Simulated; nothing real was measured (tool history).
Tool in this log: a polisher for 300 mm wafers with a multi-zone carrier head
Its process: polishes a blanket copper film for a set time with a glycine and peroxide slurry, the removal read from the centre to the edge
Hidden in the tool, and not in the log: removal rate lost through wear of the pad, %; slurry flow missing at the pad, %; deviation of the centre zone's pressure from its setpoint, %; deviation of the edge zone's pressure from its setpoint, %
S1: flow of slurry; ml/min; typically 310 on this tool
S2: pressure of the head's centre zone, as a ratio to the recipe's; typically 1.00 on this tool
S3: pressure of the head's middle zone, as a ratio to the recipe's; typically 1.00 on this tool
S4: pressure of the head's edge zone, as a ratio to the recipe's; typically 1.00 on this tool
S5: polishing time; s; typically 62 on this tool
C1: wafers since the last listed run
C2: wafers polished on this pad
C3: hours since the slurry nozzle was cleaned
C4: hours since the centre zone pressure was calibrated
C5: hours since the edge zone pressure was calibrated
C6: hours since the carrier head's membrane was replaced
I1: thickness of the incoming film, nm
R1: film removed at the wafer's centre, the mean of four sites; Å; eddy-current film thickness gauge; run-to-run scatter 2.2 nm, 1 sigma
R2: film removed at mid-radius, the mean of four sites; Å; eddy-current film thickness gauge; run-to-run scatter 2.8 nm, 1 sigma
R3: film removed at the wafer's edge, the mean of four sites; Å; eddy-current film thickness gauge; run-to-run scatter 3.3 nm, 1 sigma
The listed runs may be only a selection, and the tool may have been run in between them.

Run 1, hour 0.0: usual settings but S5 47 s; C1 0; C2 109; C3 3.1; C4 706.4; C5 819.8; C6 1975.3; I1 2335.8. Result: R1 1973 Å, R2 1992 Å, R3 1960 Å.
Run 2, hour 14.9: usual settings but S2 1.05, S3 0.93; C1 115; C2 224; C3 18.0; C4 721.3; C5 834.7; C6 1990.2; I1 2305.1. Result: R1 2738 Å, R2 2498 Å, R3 2652 Å.
Run 3, hour 28.2: usual settings but S2 1.05, S3 0.93; C1 103; C2 327; C3 31.3; C4 734.6; C5 848.0; C6 2003.5; I1 2298.1. Result: R1 2734 Å, R2 2440 Å, R3 2575 Å.
At hour 36.5: edge zone pressure recalibrated.
Run 4, hour 44.9: usual settings but S2 1.05, S3 0.93; C1 113; C2 441; C3 48.0; C4 751.3; C5 8.4; C6 2020.2; I1 2324.7. Result: R1 2763 Å, R2 2499 Å, R3 2551 Å.
At hour 54.5: carrier head's membrane replaced by a new one.
Run 5, hour 60.3: usual settings; C1 80; C2 522; C3 63.4; C4 766.7; C5 23.8; C6 5.8; I1 2325.1. Result: R1 2587 Å, R2 2687 Å, R3 2599 Å.
At hour 63.6: centre zone pressure recalibrated.
Run 6, hour 68.9: usual settings but S4 1.11; C1 51; C2 573; C3 72.0; C4 5.3; C5 32.4; C6 14.4; I1 2340.4. Result: R1 2608 Å, R2 2621 Å, R3 2669 Å.
At hour 77.9: worn pad replaced by a new one.
Run 7, hour 86.1: usual settings but S2 0.88, S3 1.06, S4 1.03, S5 76 s; C1 102; C2 63; C3 89.2; C4 22.5; C5 49.6; C6 31.6; I1 2331.6. Result: R1 2805 Å, R2 3427 Å, R3 3286 Å.
Run 8, hour 96.0: usual settings; C1 76; C2 140; C3 99.1; C4 32.4; C5 59.5; C6 41.5; I1 2321.3. Result: R1 2612 Å, R2 2657 Å, R3 2634 Å.
Run 9, hour 104.7: usual settings but S1 210 ml/min, S2 0.92, S3 0.90, S4 0.91; C1 67; C2 207; C3 107.8; C4 41.1; C5 68.2; C6 50.2; I1 2299.4. Result: R1 2277 Å, R2 2292 Å, R3 2420 Å.
Run 10, hour 120.5: usual settings; C1 122; C2 329; C3 123.6; C4 56.9; C5 84.0; C6 66.0; I1 2342.6. Result: R1 2628 Å, R2 2660 Å, R3 2570 Å.
Run 11, hour 135.0: usual settings but S2 0.96, S4 0.90; C1 112; C2 442; C3 138.1; C4 71.4; C5 98.5; C6 80.5; I1 2318.0. Result: R1 2492 Å, R2 2632 Å, R3 2508 Å.
Run 12, hour 142.6: usual settings but S1 370 ml/min, S2 1.11; C1 58; C2 501; C3 145.7; C4 79.0; C5 106.1; C6 88.1; I1 2340.2. Result: R1 2942 Å, R2 2699 Å, R3 2631 Å.
Run 13, hour 157.0: usual settings; C1 111; C2 612; C3 160.1; C4 93.4; C5 120.5; C6 102.5; I1 2330.0. Result: R1 2636 Å, R2 2617 Å, R3 2596 Å.
At hour 165.9: worn pad replaced by a new one.
Run 14, hour 166.4: usual settings but S1 355 ml/min, S4 0.93; C1 41; C2 4; C3 169.5; C4 102.8; C5 129.9; C6 111.9; I1 2321.2. Result: R1 2641 Å, R2 2707 Å, R3 2587 Å.
Run 15, hour 172.5: usual settings but S1 240 ml/min, S2 1.08, S4 1.03; C1 47; C2 51; C3 175.6; C4 108.9; C5 136.0; C6 118.0; I1 2305.4. Result: R1 2722 Å, R2 2541 Å, R3 2534 Å.
Run 16, hour 217.7: usual settings but S4 0.94; C1 350; C2 401; C3 220.8; C4 154.1; C5 181.2; C6 163.2; I1 2317.1. Result: R1 2601 Å, R2 2630 Å, R3 2585 Å.
Run 17, hour 234.9: usual settings; C1 133; C2 534; C3 238.0; C4 171.3; C5 198.4; C6 180.4; I1 2329.6. Result: R1 2648 Å, R2 2596 Å, R3 2594 Å.
Run 18, hour 243.1: usual settings but S1 260 ml/min, S2 0.95, S4 0.97, S5 43 s; C1 63; C2 598; C3 246.2; C4 179.5; C5 206.6; C6 188.6; I1 2315.9. Result: R1 1672 Å, R2 1786 Å, R3 1718 Å.
At hour 250.7: worn pad replaced by a new one.
Run 19, hour 256.7: usual settings; C1 74; C2 46; C3 259.8; C4 193.1; C5 220.2; C6 202.2; I1 2347.1. Result: R1 2654 Å, R2 2609 Å, R3 2586 Å.
Run 20, hour 263.9: usual settings but S1 365 ml/min, S3 1.12; C1 55; C2 102; C3 267.0; C4 200.3; C5 227.4; C6 209.4; I1 2324.1. Result: R1 2657 Å, R2 2957 Å, R3 2600 Å.
Run 21, hour 275.0: usual settings but S2 1.08, S3 0.90, S5 70 s; C1 86; C2 188; C3 278.1; C4 211.4; C5 238.5; C6 220.5; I1 2301.7. Result: R1 3171 Å, R2 2731 Å, R3 2965 Å.
Run 22, hour 283.8: usual settings; C1 68; C2 256; C3 286.9; C4 220.2; C5 247.3; C6 229.3; I1 2305.2. Result: R1 2629 Å, R2 2607 Å, R3 2570 Å.
Run 23, hour 299.5: usual settings but S4 1.04; C1 121; C2 378; C3 302.6; C4 235.9; C5 263.0; C6 245.0; I1 2287.5. Result: R1 2564 Å, R2 2632 Å, R3 2624 Å.

What if the next run were any one of these 3? Each begins from the tool's condition after run 23:
Run A, hour 299.9: usual settings; C1 3; C2 381; C3 303.0; C4 236.3; C5 263.4; C6 245.4; I1 2323.4. Result: R1 ?, R2 ?, R3 ?.
Run B, hour 299.9: usual settings but S1 250 ml/min; C1 3; C2 381; C3 303.0; C4 236.3; C5 263.4; C6 245.4; I1 2323.4. Result: R1 ?, R2 ?, R3 ?.
Run C, hour 299.9: usual settings but S1 385 ml/min, S3 0.95; C1 3; C2 381; C3 303.0; C4 236.3; C5 263.4; C6 245.4; I1 2323.4. Result: R1 ?, R2 ?, R3 ?.

run    R1    R2    R3
  A  2585  2618  2564
  B  2513  2552  2515
  C  2641  2558  2605
Without the tool's hidden state the same runs would have given:
run    R1    R2    R3
  A  2585  2618  2564
  B  2513  2552  2515
  C  2641  2558  2605
